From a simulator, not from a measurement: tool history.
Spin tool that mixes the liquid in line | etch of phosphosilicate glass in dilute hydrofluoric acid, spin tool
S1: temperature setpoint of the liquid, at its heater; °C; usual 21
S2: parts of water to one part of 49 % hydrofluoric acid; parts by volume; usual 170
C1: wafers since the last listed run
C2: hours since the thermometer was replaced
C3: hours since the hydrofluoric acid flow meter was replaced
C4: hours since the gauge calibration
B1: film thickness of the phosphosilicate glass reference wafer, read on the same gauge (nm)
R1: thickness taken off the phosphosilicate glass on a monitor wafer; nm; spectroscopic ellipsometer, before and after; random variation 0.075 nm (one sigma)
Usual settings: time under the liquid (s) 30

Run 1, hour 0: usual settings; C1 0; C2 1378.7; C3 477.4; C4 50.1; B1 29.99. Result: R1 8.28 nm.
Run 2, hour 6.2: usual settings; C1 67; C2 1384.9; C3 483.6; C4 56.3; B1 29.99. Result: R1 8.28 nm.
Run 3, hour 22.2: usual settings; C1 173; C2 1400.9; C3 499.6; C4 72.3; B1 29.99. Result: R1 8.15 nm.
Run 4, hour 49.9: usual settings but S2 115 parts by volume; C1 301; C2 1428.6; C3 527.3; C4 100; B1 30.02. Result: R1 12.83 nm.
Run 5, hour 66.8: usual settings but S2 115 parts by volume; C1 183; C2 1445.5; C3 544.2; C4 116.9; B1 30. Result: R1 12.78 nm.
Run 6, hour 112.6: usual settings but S2 115 parts by volume; C1 497; C2 1491.3; C3 590; C4 162.7; B1 29.98. Result: R1 12.64 nm.
At hour 113.4: gauge calibrated.
At hour 121: hydrofluoric acid flow meter replaced.
Run 7, hour 124: usual settings; C1 113; C2 1502.7; C3 3; C4 10.6; B1 30.03. Result: R1 9.26 nm.
Run 8, hour 130.6: usual settings; C1 71; C2 1509.3; C3 9.6; C4 17.2; B1 30.01. Result: R1 9.22 nm.
At hour 135.2: thermometer replaced.
Run 9, hour 137.7: usual settings; C1 66; C2 2.5; C3 16.7; C4 24.3; B1 29.99. Result: R1 9.23 nm.
Run 10, hour 154.9: usual settings but S1 18.5 °C, S2 205 parts by volume, time under the liquid (s) 35; C1 186; C2 19.7; C3 33.9; C4 41.5; B1 30. Result: R1 7.7 nm.
Run 11, hour 167.6: usual settings but S1 17.5 °C, S2 225 parts by volume; C1 138; C2 32.4; C3 46.6; C4 54.2; B1 30.03. Result: R1 5.67 nm.
Run 12, hour 179: usual settings; C1 123; C2 43.8; C3 58; C4 65.6; B1 30. Result: R1 9.18 nm.
Run 13, hour 188.2: usual settings but S1 19.5 °C, S2 85 parts by volume; C1 100; C2 53; C3 67.2; C4 74.8; B1 30.02. Result: R1 18.84 nm.
Run 14, hour 197.8: usual settings but S1 24 °C, S2 125 parts by volume; C1 104; C2 62.6; C3 76.8; C4 84.4; B1 29.98. Result: R1 14.67 nm.
Run 15, hour 215.7: usual settings but S1 17 °C, time under the liquid (s) 45; C1 194; C2 80.5; C3 94.7; C4 102.3; B1 29.98. Result: R1 11.77 nm.
Run 16, hour 222: usual settings but S2 200 parts by volume, time under the liquid (s) 40; C1 68; C2 86.8; C3 101; C4 108.6; B1 30.03. Result: R1 9.88 nm.

Forecast each of these 5 alternatives for the next run:
Run A, hour 222.4: usual settings; C1 4; C2 87.2; C3 101.4; C4 109; B1 ?. Result: R1 ?.
Run B, hour 222.4: usual settings but S1 24.5 °C, S2 110 parts by volume, time under the liquid (s) 15; C1 4; C2 87.2; C3 101.4; C4 109; B1 ?. Result: R1 ?.
Run C, hour 222.4: usual settings but S1 18.5 °C, S2 210 parts by volume, time under the liquid (s) 25; C1 4; C2 87.2; C3 101.4; C4 109; B1 ?. Result: R1 ?.
Run D, hour 222.4: usual settings but time under the liquid (s) 50; C1 4; C2 87.2; C3 101.4; C4 109; B1 ?. Result: R1 ?.
Run E, hour 222.4: usual settings but S1 23 °C, S2 220 parts by volume, time under the liquid (s) 15; C1 4; C2 87.2; C3 101.4; C4 109; B1 ?. Result: R1 ?.

run     B1     R1
  A  30.01   9.09
  B  30.01   8.63
  C  30.01   5.35
  D  30.01  15.16
  E  30.01   3.59
Without the tool's hidden state the same runs would have given:
run     R1
  A   9.41
  B   8.92
  C   5.53
  D  15.68
  E   3.72

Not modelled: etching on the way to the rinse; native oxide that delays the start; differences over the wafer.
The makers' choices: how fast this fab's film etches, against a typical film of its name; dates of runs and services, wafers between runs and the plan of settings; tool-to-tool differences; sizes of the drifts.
